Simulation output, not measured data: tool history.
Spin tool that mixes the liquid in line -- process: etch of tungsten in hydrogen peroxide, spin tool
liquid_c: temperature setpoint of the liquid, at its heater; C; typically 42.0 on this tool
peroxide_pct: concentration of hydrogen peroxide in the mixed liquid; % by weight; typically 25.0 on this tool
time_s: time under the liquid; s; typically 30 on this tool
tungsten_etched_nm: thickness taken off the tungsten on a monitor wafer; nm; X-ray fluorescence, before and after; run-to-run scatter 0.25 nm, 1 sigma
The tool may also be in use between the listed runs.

run,day,liquid_c,peroxide_pct,time_s,wafers since the last listed run,hours since the thermometer was replaced,hours since the peroxide flow meter was replaced,hours since the heated supply line was repaired,hours since the drum of peroxide was connected,hours since the gauge calibration,"read-back film thickness of the tungsten reference wafer, read on the same gauge (nm)",tungsten_etched_nm
1,0.000,42.0,25.0,30,0,67.4,925.2,1099.4,356.9,880.1,99.99,54.37
2,2.746,42.0,25.0,30,652,133.3,991.1,1165.3,422.8,946.0,100.00,54.14
3,4.954,50.0,25.0,30,525,186.3,1044.1,1218.3,475.8,999.0,99.99,90.11
4,6.829,42.0,25.0,30,445,231.3,1089.1,1263.3,520.8,1044.0,99.98,53.36
# day 8.612: new drum of peroxide connected
5,9.004,42.0,25.0,30,507,283.5,1141.3,1315.5,9.4,1096.2,100.02,53.95
6,10.842,42.0,25.0,30,436,327.6,1185.4,1359.6,53.5,1140.3,100.01,53.53
7,13.317,42.0,25.0,30,588,387.0,1244.8,1419.0,112.9,1199.7,99.99,53.22
8,15.483,42.0,25.0,30,515,439.0,1296.8,1471.0,164.9,1251.7,100.02,53.52
9,18.367,47.0,25.0,45,685,508.2,1366.0,1540.2,234.1,1320.9,99.98,109.31
10,20.317,42.0,25.0,30,463,555.0,1412.8,1587.0,280.9,1367.7,100.02,52.47
# day 24.358: thermometer replaced
# day 27.033: heated supply line repaired
11,29.233,42.0,25.0,25,2100,117.0,1626.8,52.8,494.9,1581.7,100.00,46.76
# day 29.275: new drum of peroxide connected
12,30.879,42.0,22.5,30,381,156.5,1666.3,92.3,38.5,1621.2,100.00,52.85
13,32.646,48.5,25.0,30,420,198.9,1708.7,134.7,80.9,1663.6,100.00,83.54
14,34.496,42.0,25.0,30,439,243.3,1753.1,179.1,125.3,1708.0,100.01,55.67

Run 15 is up next; what results do you expect?
15,35.529,42.0,18.5,50,245,268.1,1777.9,203.9,150.1,1732.8,?,?

{"run 15": {"read-back film thickness of the tungsten reference wafer, read on the same gauge (nm)": 100.02, "tungsten_etched_nm": 78.89}}
With the hidden condition absent and the run-to-run variation left alone, this run would have shown tungsten_etched_nm 80.90 nm.
